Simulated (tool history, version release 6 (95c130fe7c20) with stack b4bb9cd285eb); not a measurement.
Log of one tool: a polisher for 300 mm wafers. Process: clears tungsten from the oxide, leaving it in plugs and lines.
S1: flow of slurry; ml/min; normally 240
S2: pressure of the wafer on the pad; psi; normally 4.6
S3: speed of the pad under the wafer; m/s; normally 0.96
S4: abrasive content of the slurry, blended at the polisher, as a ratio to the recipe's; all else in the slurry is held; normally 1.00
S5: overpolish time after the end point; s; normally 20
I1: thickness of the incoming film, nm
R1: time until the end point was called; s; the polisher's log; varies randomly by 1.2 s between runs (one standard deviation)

run    hour   S1   S2    S3    S4  S5     I1    R1
  1     0.0  240  4.6  0.96  1.00  20  360.1  80.8
  2    82.7  240  4.6  0.96  1.00  20  363.1  85.6
  3   190.1  240  4.6  0.96  1.00  20  360.2  85.9
  4   267.2  240  4.6  0.96  1.00  20  364.0  81.9
  5   310.4  240  4.6  0.96  1.00  20  359.7  81.2
  6   363.8  240  4.6  0.96  1.00  20  356.3  84.3
  7   413.2  240  4.6  0.96  1.00  20  362.5  85.6
  8   518.5  240  4.6  0.96  1.00  20  358.9  84.2
  9   564.5  240  4.6  0.96  1.00  29  354.3  85.0
 10   668.8  240  4.6  0.96  1.00  29  354.6  80.6
 11   762.4  240  4.6  0.96  1.00  23  360.4  85.5
 12   806.1  175  4.1  1.04  1.15  20  360.2  88.2
 13   911.5  240  5.5  0.96  1.00  10  365.3  70.1
 14   989.3  200  5.1  0.96  1.00  20  363.0  77.7
 15  1031.9  240  4.6  0.96  1.15  20  359.2  80.2
 16  1090.6  180  4.6  1.18  0.90  15  365.6  75.3
 17  1127.4  240  4.6  0.96  1.00  20  359.6  84.1
 18  1207.4  240  4.6  0.96  1.15  10  363.5  85.0
 19  1298.7  180  4.6  1.22  1.00  27  357.1  63.1
 20  1337.7  240  4.6  0.82  1.00  11  356.5  92.8
 21  1417.2  240  6.1  0.96  1.15  20  358.7  64.1
 22  1504.0  240  4.6  0.96  1.00  20  352.6  83.0
 23  1597.9  240  4.6  1.04  1.00  20  364.4  74.8
 24  1636.3  240  4.6  0.96  1.00  29  362.0  83.6

Not shown here: 21 entries made in the log between runs. Locate each between two listed runs and compare the hidden state at the listed run before it with the hidden state at the listed run after it:
In the gap between runs 1 and 2: head pressure recalibrated (hour 47.9)
  abrasive missing from the slurry, %: 24.3 -> 31.5
  what was measured, less what the result would be without the hidden state, R1: +4.6 -> +6.4 s
In the gap between runs 2 and 3: worn pad replaced by a new one (hour 155.3)
  abrasive missing from the slurry, %: 31.5 -> 35.9
  what was measured, less what the result would be without the hidden state, R1: +6.4 -> +7.5 s
In the gap between runs 3 and 4: slurry tank refilled with fresh slurry and peroxide (hour 193.3); slurry blender recalibrated (hour 208.9)
  abrasive missing from the slurry, %: 35.9 -> 14.3
  what was measured, less what the result would be without the hidden state, R1: +7.5 -> +2.6 s
In the gap between runs 5 and 6: slurry nozzle cleaned (hour 330.3)
  abrasive missing from the slurry, %: 21.1 -> 26.8
  what was measured, less what the result would be without the hidden state, R1: +4.0 -> +5.4 s
In the gap between runs 7 and 8: worn pad replaced by a new one (hour 505.0); slurry tank refilled with fresh slurry and peroxide (hour 509.9)
  abrasive missing from the slurry, %: 30.2 -> 34.2
  what was measured, less what the result would be without the hidden state, R1: +6.2 -> +7.0 s
In the gap between runs 9 and 10: slurry blender recalibrated (hour 586.8)
  abrasive missing from the slurry, %: 35.2 -> 18.9
  what was measured, less what the result would be without the hidden state, R1: +7.2 -> +3.5 s
In the gap between runs 10 and 11: head pressure recalibrated (hour 672.6)
  abrasive missing from the slurry, %: 18.9 -> 29
  what was measured, less what the result would be without the hidden state, R1: +3.5 -> +5.9 s
In the gap between runs 12 and 13: worn pad replaced by a new one (hour 841.5); slurry tank refilled with fresh slurry and peroxide (hour 876.0); slurry nozzle cleaned (hour 889.1); slurry blender recalibrated (hour 901.0)
  abrasive missing from the slurry, %: 31.6 -> 4.85
  what was measured, less what the result would be without the hidden state, R1: +6.8 -> +0.7 s
In the gap between runs 17 and 18: worn pad replaced by a new one (hour 1157.0)
  abrasive missing from the slurry, %: 32.9 -> 35.7
  what was measured, less what the result would be without the hidden state, R1: +6.7 -> +7.4 s
In the gap between runs 18 and 19: slurry tank refilled with fresh slurry and peroxide (hour 1226.2); head pressure recalibrated (hour 1263.5); slurry blender recalibrated (hour 1272.7)
  abrasive missing from the slurry, %: 35.7 -> 11.3
  what was measured, less what the result would be without the hidden state, R1: +7.4 -> +1.5 s
In the gap between runs 21 and 22: worn pad replaced by a new one (hour 1468.4)
  abrasive missing from the slurry, %: 29.8 -> 35.5
  what was measured, less what the result would be without the hidden state, R1: +4.6 -> +7.2 s
In the gap between runs 22 and 23: slurry blender recalibrated (hour 1590.8); slurry nozzle cleaned (hour 1595.8)
  abrasive missing from the slurry, %: 35.5 -> 7.29
  what was measured, less what the result would be without the hidden state, R1: +7.2 -> +1.2 s
In the gap between runs 23 and 24: slurry tank refilled with fresh slurry and peroxide (hour 1625.0)
  abrasive missing from the slurry, %: 7.29 -> 16.7
  what was measured, less what the result would be without the hidden state, R1: +1.2 -> +3.2 s
